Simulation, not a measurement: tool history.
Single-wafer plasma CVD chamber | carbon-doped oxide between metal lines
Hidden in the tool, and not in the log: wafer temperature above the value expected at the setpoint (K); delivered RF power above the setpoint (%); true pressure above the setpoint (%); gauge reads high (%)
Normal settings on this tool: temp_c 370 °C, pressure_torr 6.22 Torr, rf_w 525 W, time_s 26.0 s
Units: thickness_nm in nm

| run | hour | temp_c | pressure_torr | rf_w | time_s | wafers since the last listed run | hours since the last thermocouple change | hours since the last RF generator calibration | hours since the last manometer calibration | hours since the showerhead was replaced | hours since the gauge calibration | read-back reference wafer on the same gauge, thickness_nm | thickness_nm |
|---|---|---|---|---|---|---|---|---|---|---|---|---|---|
| 1 | 0.0 | 370 | 7.24 | 525 | 26.0 | 0 | 1101.1 | 805.0 | 820.2 | 3048.6 | 793.3 | 125.945 | 128.426 |
| 2 | 99.6 | 370 | 5.24 | 525 | 26.0 | 2525 | 1200.7 | 904.6 | 919.8 | 3148.2 | 892.9 | 125.964 | 123.988 |
| 3 | 165.2 | 370 | 5.24 | 525 | 26.0 | 1663 | 1266.3 | 970.2 | 985.4 | 3213.8 | 958.5 | 125.919 | 124.074 |
| 4 | 225.0 | 370 | 5.24 | 525 | 26.0 | 1516 | 1326.1 | 1030.0 | 1045.2 | 3273.6 | 1018.3 | 126.037 | 123.436 |
| 5 | 287.6 | 370 | 5.43 | 525 | 26.0 | 1587 | 1388.7 | 1092.6 | 1107.8 | 3336.2 | 1080.9 | 125.988 | 125.098 |
| 6 | 380.8 | 370 | 6.22 | 525 | 26.0 | 2363 | 1481.9 | 1185.8 | 1201.0 | 3429.4 | 1174.1 | 126.008 | 126.275 |
| 7 | 424.3 | 370 | 6.22 | 525 | 26.0 | 1103 | 1525.4 | 1229.3 | 1244.5 | 3472.9 | 1217.6 | 125.948 | 126.068 |
| 8 | 476.5 | 370 | 6.22 | 525 | 26.0 | 1323 | 1577.6 | 1281.5 | 1296.7 | 3525.1 | 1269.8 | 125.967 | 126.034 |
| 9 | 552.9 | 370 | 5.74 | 525 | 27.3 | 1937 | 1654.0 | 1357.9 | 1373.1 | 3601.5 | 1346.2 | 126.083 | 130.796 |
| 10 | 616.5 | 370 | 5.74 | 525 | 27.3 | 1612 | 1717.6 | 1421.5 | 1436.7 | 3665.1 | 1409.8 | 125.962 | 130.624 |
| 11 | 690.4 | 370 | 6.22 | 525 | 26.0 | 1874 | 1791.5 | 1495.4 | 1510.6 | 3739.0 | 1483.7 | 126.019 | 125.098 |
| 12 | 749.0 | 370 | 6.22 | 525 | 26.0 | 1486 | 1850.1 | 1554.0 | 1569.2 | 3797.6 | 1542.3 | 125.927 | 125.326 |
| 13 | 838.3 | 370 | 5.43 | 525 | 26.0 | 2264 | 1939.4 | 1643.3 | 1658.5 | 3886.9 | 1631.6 | 126.081 | 123.700 |
| 14 | 941.5 | 370 | 6.22 | 525 | 26.0 | 2617 | 2042.6 | 1746.5 | 1761.7 | 3990.1 | 1734.8 | 126.038 | 124.861 |
| 15 | 983.6 | 377 | 6.69 | 575 | 26.0 | 1067 | 2084.7 | 1788.6 | 1803.8 | 4032.2 | 1776.9 | 125.968 | 131.841 |
|  | 1018.1 | thermocouple changed; heater temperature recalibrated |
| 16 | 1135.1 | 363 | 7.27 | 560 | 27.7 | 3638 | 117.0 | 1940.1 | 1955.3 | 4183.7 | 1928.4 | 126.062 | 146.075 |
|  | 1212.9 | RF generator calibrated |
|  | 1236.4 | capacitance manometer re-zeroed and calibrated |
| 17 | 1236.9 | 370 | 4.99 | 490 | 30.9 | 2175 | 218.8 | 24.0 | 0.5 | 4285.5 | 2030.2 | 125.989 | 142.713 |
| 18 | 1275.7 | 385 | 6.22 | 525 | 26.0 | 983 | 257.6 | 62.8 | 39.3 | 4324.3 | 2069.0 | 125.917 | 125.855 |
| 19 | 1361.0 | 363 | 7.55 | 525 | 26.0 | 2163 | 342.9 | 148.1 | 124.6 | 4409.6 | 2154.3 | 125.836 | 133.548 |
|  | 1426.0 | showerhead replaced |
| 20 | 1426.5 | 370 | 6.22 | 525 | 26.0 | 1458 | 408.4 | 213.6 | 190.1 | 0.5 | 2219.8 | 126.003 | 128.728 |
|  | 1445.5 | gauge calibrated |
| 21 | 1486.5 | 360 | 7.51 | 585 | 21.1 | 1521 | 468.4 | 273.6 | 250.1 | 60.5 | 41.0 | 126.130 | 117.974 |
| 22 | 1523.2 | 360 | 5.45 | 525 | 30.2 | 930 | 505.1 | 310.3 | 286.8 | 97.2 | 77.7 | 125.959 | 150.745 |
| 23 | 1605.8 | 359 | 6.22 | 525 | 26.0 | 2094 | 587.7 | 392.9 | 369.4 | 179.8 | 160.3 | 126.096 | 131.814 |
| 24 | 1656.0 | 370 | 6.98 | 525 | 26.0 | 1273 | 637.9 | 443.1 | 419.6 | 230.0 | 210.5 | 126.079 | 129.478 |
| 25 | 1732.5 | 361 | 6.22 | 525 | 26.0 | 1939 | 714.4 | 519.6 | 496.1 | 306.5 | 287.0 | 125.889 | 131.058 |
| 26 | 1825.6 | 370 | 5.37 | 445 | 26.0 | 2360 | 807.5 | 612.7 | 589.2 | 399.6 | 380.1 | 125.967 | 110.004 |
| 27 | 1887.5 | 370 | 6.22 | 525 | 24.0 | 1569 | 869.4 | 674.6 | 651.1 | 461.5 | 442.0 | 126.101 | 117.232 |
| 28 | 1947.9 | 370 | 6.22 | 525 | 26.0 | 1531 | 929.8 | 735.0 | 711.5 | 521.9 | 502.4 | 126.018 | 126.991 |
| 29 | 2024.4 | 380 | 6.22 | 525 | 24.3 | 1939 | 1006.3 | 811.5 | 788.0 | 598.4 | 578.9 | 126.048 | 116.230 |

How the hidden state differs across the entries between the runs, from the last listed run before each to the first after it:
In the gap between runs 15 and 16: thermocouple changed; heater temperature recalibrated (hour 1018.1)
  wafer temperature above the value expected at the setpoint (K): 5.58 -> 0.597; delivered RF power above the setpoint (%): -4.26 -> -4.31
  the result without the hidden state subtracted from the measured one, thickness_nm: -5.826 -> -4.887 nm
In the gap between runs 16 and 17: RF generator calibrated (hour 1212.9); capacitance manometer re-zeroed and calibrated (hour 1236.4)
  wafer temperature above the value expected at the setpoint (K): 0.597 -> 0.649; delivered RF power above the setpoint (%): -4.31 -> -0.284
  the result without the hidden state subtracted from the measured one, thickness_nm: -4.887 -> -0.531 nm
In the gap between runs 19 and 20: showerhead replaced (hour 1426.0)
  wafer temperature above the value expected at the setpoint (K): 0.754 -> 0.828; delivered RF power above the setpoint (%): -1.06 -> -1.42
  the result without the hidden state subtracted from the measured one, thickness_nm: -1.314 -> -1.597 nm
In the gap between runs 20 and 21: gauge calibrated (hour 1445.5)
  wafer temperature above the value expected at the setpoint (K): 0.828 -> 0.907; delivered RF power above the setpoint (%): -1.42 -> -1.71
  the result without the hidden state subtracted from the measured one, thickness_nm: -1.597 -> -1.756 nm

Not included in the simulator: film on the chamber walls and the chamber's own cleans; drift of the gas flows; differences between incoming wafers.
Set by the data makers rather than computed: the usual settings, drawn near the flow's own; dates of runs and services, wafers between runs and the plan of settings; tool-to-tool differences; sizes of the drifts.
